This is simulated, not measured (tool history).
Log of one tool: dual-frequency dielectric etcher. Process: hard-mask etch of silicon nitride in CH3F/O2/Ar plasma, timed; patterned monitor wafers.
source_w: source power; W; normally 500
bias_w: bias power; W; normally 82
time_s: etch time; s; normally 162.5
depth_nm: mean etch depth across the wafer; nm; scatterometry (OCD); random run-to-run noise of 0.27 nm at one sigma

| run | hour | source_w | bias_w | time_s | read-back reference wafer on the same gauge, depth_nm | depth_nm |
|---|---|---|---|---|---|---|
| 1 | 0 | 500 | 82 | 127 | 134.9 | 94.1 |
| 2 | 30.9 | 500 | 82 | 127 | 134.9 | 93.7 |
| 3 | 51.5 | 450 | 95 | 162.5 | 135.1 | 123.6 |
| 4 | 77.5 | 440 | 82 | 162.5 | 135.1 | 116.5 |
| 5 | 107.1 | 440 | 82 | 162.5 | 134.9 | 116.6 |
| 6 | 142 | 560 | 92 | 162.5 | 135.1 | 128.3 |
| 7 | 170.9 | 500 | 82 | 162.5 | 135 | 119.6 |
|  | 198.2 | bias power generator calibrated |
|  | 212 | wet clean of the chamber |
| 8 | 212.5 | 500 | 82 | 162.5 | 134.9 | 122 |
|  | 228.6 | gauge calibrated |
| 9 | 238.3 | 400 | 95 | 149.5 | 134.9 | 112.5 |
| 10 | 255.2 | 500 | 82 | 127 | 134.9 | 95.5 |
| 11 | 270.4 | 540 | 76 | 190 | 135 | 142.2 |
| 12 | 298.1 | 400 | 92 | 192 | 135 | 142.9 |
| 13 | 312.3 | 410 | 101 | 136 | 134.8 | 105.4 |
| 14 | 338.2 | 500 | 71 | 162.5 | 135.1 | 116.8 |
| 15 | 361.7 | 500 | 82 | 162.5 | 135 | 122.2 |
| 16 | 392.8 | 500 | 101 | 162.5 | 135 | 132.1 |
| 17 | 412.2 | 500 | 82 | 162.5 | 134.9 | 122.7 |
|  | 449.1 | upper electrode replaced |
| 18 | 449.6 | 450 | 95 | 162.5 | 135 | 125.8 |
| 19 | 462.5 | 500 | 82 | 162.5 | 135 | 122.3 |
|  | 478.2 | source power generator calibrated |
| 20 | 498.1 | 500 | 82 | 162.5 | 134.9 | 123.7 |
|  | 529.4 | wet clean of the chamber |
| 21 | 529.9 | 620 | 101 | 143.5 | 135 | 124 |
| 22 | 552.4 | 540 | 67 | 162.5 | 135.1 | 117.4 |
| 23 | 570.9 | 500 | 65 | 162.5 | 134.9 | 114.6 |
| 24 | 605.9 | 500 | 68 | 162.5 | 135.2 | 116.1 |
| 25 | 623.8 | 500 | 90 | 189 | 135 | 148.4 |
| 26 | 637.4 | 500 | 64 | 121 | 134.9 | 84.8 |
| 27 | 666.1 | 500 | 82 | 162.5 | 135 | 123.6 |
| 28 | 688.9 | 500 | 82 | 162.5 | 135 | 123.4 |
| 29 | 716.8 | 550 | 71 | 162.5 | 134.9 | 120.6 |

For some of the steps in depth_nm from one run to the next: how much would appear even if the tool had no hidden state, given the settings, what came in and random variation, and how much remains for the hidden state plus any gauge scatter that the measured result and the result without hidden state don't share?
What the log doesn't record here: etch rate over this chamber's usual, %; source power that arrives over what is set, %; bias power that arrives over what is set, %; gauge reads high (%).
Run 7 -> 8: bias power generator calibrated, wet clean of the chamber. depth_nm +2.4 nm: hidden state +3, all else -0.6.
Run 10 -> 11: source_w 500 -> 540, bias_w 82 -> 76, time_s 127 -> 190. depth_nm +46.7 nm: hidden state -0.5, all else +47.2.
Run 19 -> 20: source power generator calibrated. depth_nm +1.4 nm: hidden state +1.4, all else +0.
Run 25 -> 26: bias_w 90 -> 64, time_s 189 -> 121. depth_nm -63.6 nm: hidden state +0.3, all else -63.9.
